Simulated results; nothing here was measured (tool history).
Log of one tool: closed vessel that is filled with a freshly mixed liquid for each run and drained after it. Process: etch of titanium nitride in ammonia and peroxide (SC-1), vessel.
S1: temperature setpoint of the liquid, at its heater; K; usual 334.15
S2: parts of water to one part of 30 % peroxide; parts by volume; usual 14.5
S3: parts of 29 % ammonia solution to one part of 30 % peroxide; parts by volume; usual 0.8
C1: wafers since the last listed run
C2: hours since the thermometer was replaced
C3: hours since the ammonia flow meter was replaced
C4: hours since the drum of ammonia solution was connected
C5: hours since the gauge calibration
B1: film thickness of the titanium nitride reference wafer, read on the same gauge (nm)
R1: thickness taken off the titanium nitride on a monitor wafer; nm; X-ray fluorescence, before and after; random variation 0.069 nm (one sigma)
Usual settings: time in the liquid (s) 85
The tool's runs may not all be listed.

{"run": 1, "hour": 0.0, "S1": 334.15, "S2": 14.5, "S3": 0.8, "time in the liquid (s)": 55, "C1": 0, "C2": 776.2, "C3": 1898.9, "C4": 142.9, "C5": 848.7, "B1": 140.02, "R1": 7.84}
{"run": 2, "hour": 204.2, "S1": 334.15, "S2": 14.5, "S3": 0.8, "time in the liquid (s)": 65, "C1": 16622, "C2": 980.4, "C3": 2103.1, "C4": 347.1, "C5": 1052.9, "B1": 140, "R1": 9.22}
{"run": 3, "hour": 270.2, "S1": 334.15, "S2": 14.5, "S3": 0.8, "time in the liquid (s)": 85, "C1": 5372, "C2": 1046.4, "C3": 2169.1, "C4": 413.1, "C5": 1118.9, "B1": 140.01, "R1": 12.14}
{"run": 4, "hour": 297.2, "S1": 334.15, "S2": 14.5, "S3": 0.8, "time in the liquid (s)": 85, "C1": 2197, "C2": 1073.4, "C3": 2196.1, "C4": 440.1, "C5": 1145.9, "B1": 139.99, "R1": 11.93}
{"run": 5, "hour": 360.2, "S1": 334.15, "S2": 14.5, "S3": 0.8, "time in the liquid (s)": 85, "C1": 5128, "C2": 1136.4, "C3": 2259.1, "C4": 503.1, "C5": 1208.9, "B1": 140.01, "R1": 12.11}
{"run": 6, "hour": 392.6, "S1": 334.15, "S2": 14.5, "S3": 0.8, "time in the liquid (s)": 85, "C1": 2637, "C2": 1168.8, "C3": 2291.5, "C4": 535.5, "C5": 1241.3, "B1": 139.99, "R1": 12.15}
{"run": 7, "hour": 417.3, "S1": 334.15, "S2": 14.5, "S3": 0.8, "time in the liquid (s)": 85, "C1": 2010, "C2": 1193.5, "C3": 2316.2, "C4": 560.2, "C5": 1266, "B1": 140.01, "R1": 12.01}
{"run": 8, "hour": 441.3, "S1": 334.15, "S2": 14.5, "S3": 0.8, "time in the liquid (s)": 85, "C1": 1953, "C2": 1217.5, "C3": 2340.2, "C4": 584.2, "C5": 1290, "B1": 140.02, "R1": 12.15}
{"run": 9, "hour": 476.3, "S1": 334.15, "S2": 14.5, "S3": 0.8, "time in the liquid (s)": 85, "C1": 2849, "C2": 1252.5, "C3": 2375.2, "C4": 619.2, "C5": 1325, "B1": 140, "R1": 11.9}
{"run": 10, "hour": 530.4, "S1": 334.15, "S2": 14.5, "S3": 0.8, "time in the liquid (s)": 85, "C1": 4403, "C2": 1306.6, "C3": 2429.3, "C4": 673.3, "C5": 1379.1, "B1": 140, "R1": 12.01}
{"hour": 533.2, "done": "gauge calibrated"}
{"run": 11, "hour": 575.1, "S1": 334.15, "S2": 14.5, "S3": 0.8, "time in the liquid (s)": 85, "C1": 3638, "C2": 1351.3, "C3": 2474, "C4": 718, "C5": 41.9, "B1": 140.01, "R1": 11.95}
{"run": 12, "hour": 639.3, "S1": 334.15, "S2": 14.5, "S3": 0.8, "time in the liquid (s)": 85, "C1": 5226, "C2": 1415.5, "C3": 2538.2, "C4": 782.2, "C5": 106.1, "B1": 140, "R1": 11.99}
{"hour": 643.5, "done": "ammonia flow meter replaced"}
{"run": 13, "hour": 706.2, "S1": 336.65, "S2": 14.5, "S3": 0.8, "time in the liquid (s)": 85, "C1": 5364, "C2": 1482.4, "C3": 62.7, "C4": 849.1, "C5": 173, "B1": 140, "R1": 13.98}
{"run": 14, "hour": 763.9, "S1": 334.15, "S2": 12.5, "S3": 0.65, "time in the liquid (s)": 85, "C1": 4697, "C2": 1540.1, "C3": 120.4, "C4": 906.8, "C5": 230.7, "B1": 140, "R1": 12.46}
{"run": 15, "hour": 814.3, "S1": 334.15, "S2": 14.5, "S3": 0.8, "time in the liquid (s)": 125, "C1": 4102, "C2": 1590.5, "C3": 170.8, "C4": 957.2, "C5": 281.1, "B1": 139.99, "R1": 17.37}
{"hour": 881.3, "done": "new drum of ammonia solution connected"}
{"run": 16, "hour": 881.9, "S1": 334.15, "S2": 18, "S3": 0.65, "time in the liquid (s)": 100, "C1": 5421, "C2": 1658.1, "C3": 238.4, "C4": 0.6, "C5": 348.7, "B1": 139.99, "R1": 11.93}
{"run": 17, "hour": 949.6, "S1": 334.15, "S2": 14.5, "S3": 0.8, "time in the liquid (s)": 85, "C1": 5511, "C2": 1725.8, "C3": 306.1, "C4": 68.3, "C5": 416.4, "B1": 140.01, "R1": 11.93}
{"run": 18, "hour": 983.3, "S1": 331.65, "S2": 14.5, "S3": 0.8, "time in the liquid (s)": 85, "C1": 2743, "C2": 1759.5, "C3": 339.8, "C4": 102, "C5": 450.1, "B1": 139.99, "R1": 10.06}
{"run": 19, "hour": 1042.9, "S1": 334.15, "S2": 14.5, "S3": 1.1, "time in the liquid (s)": 100, "C1": 4851, "C2": 1819.1, "C3": 399.4, "C4": 161.6, "C5": 509.7, "B1": 140.03, "R1": 14.7}
{"hour": 1098.2, "done": "thermometer replaced"}
{"run": 20, "hour": 1101.5, "S1": 334.15, "S2": 14.5, "S3": 0.8, "time in the liquid (s)": 85, "C1": 4688, "C2": 3.3, "C3": 458, "C4": 220.2, "C5": 568.3, "B1": 139.99, "R1": 11.92}
{"run": 21, "hour": 1163.4, "S1": 343.15, "S2": 14.5, "S3": 0.8, "time in the liquid (s)": 70, "C1": 5038, "C2": 65.2, "C3": 519.9, "C4": 282.1, "C5": 630.2, "B1": 140.01, "R1": 17.1}
{"hour": 1171.1, "done": "new drum of ammonia solution connected, repeated, since the last time left the tool worse"}
{"run": 22, "hour": 1211.5, "S1": 334.15, "S2": 10, "S3": 0.6, "time in the liquid (s)": 85, "C1": 3834, "C2": 113.3, "C3": 568, "C4": 40.4, "C5": 678.3, "B1": 139.99, "R1": 14.16}
{"run": 23, "hour": 1267.7, "S1": 334.15, "S2": 14.5, "S3": 0.8, "time in the liquid (s)": 130, "C1": 4574, "C2": 169.5, "C3": 624.2, "C4": 96.6, "C5": 734.5, "B1": 140, "R1": 18.6}
{"run": 24, "hour": 1294.7, "S1": 329.15, "S2": 14.5, "S3": 0.45, "time in the liquid (s)": 85, "C1": 2197, "C2": 196.5, "C3": 651.2, "C4": 123.6, "C5": 761.5, "B1": 140.01, "R1": 7.9}
{"run": 25, "hour": 1337.3, "S1": 334.15, "S2": 14.5, "S3": 0.8, "time in the liquid (s)": 85, "C1": 3467, "C2": 239.1, "C3": 693.8, "C4": 166.2, "C5": 804.1, "B1": 140.01, "R1": 12.05}
{"run": 26, "hour": 1383.4, "S1": 340.65, "S2": 18, "S3": 0.8, "time in the liquid (s)": 130, "C1": 3752, "C2": 285.2, "C3": 739.9, "C4": 212.3, "C5": 850.2, "B1": 139.99, "R1": 25.11}
{"run": 27, "hour": 1432.7, "S1": 334.15, "S2": 20, "S3": 0.8, "time in the liquid (s)": 85, "C1": 4013, "C2": 334.5, "C3": 789.2, "C4": 261.6, "C5": 899.5, "B1": 139.99, "R1": 10.11}

What the log doesn't show, run by run:
liquid colder than its thermometer reads (K): 0 in every run
ammonia flow below the setpoint (%): 0 in every run
gauge reads high (%): 0 in every run
H1: ammonia solution weaker than its label (%)
run=1 H1=2.33
run=2 H1=3.79
run=3 H1=4.26
run=4 H1=4.46
run=5 H1=4.91
run=6 H1=5.14
run=7 H1=5.31
run=8 H1=5.48
run=9 H1=5.73
run=10 H1=6.12
run=11 H1=6.44
run=12 H1=6.9
run=13 H1=7.38
run=14 H1=7.79
run=15 H1=8.15
run=16 H1=13.6
run=17 H1=14.1
run=18 H1=14.3
run=19 H1=14.7
run=20 H1=15.2
run=21 H1=15.6
run=22 H1=0.471
run=23 H1=0.872
run=24 H1=1.07
run=25 H1=1.37
run=26 H1=1.7
run=27 H1=2.05
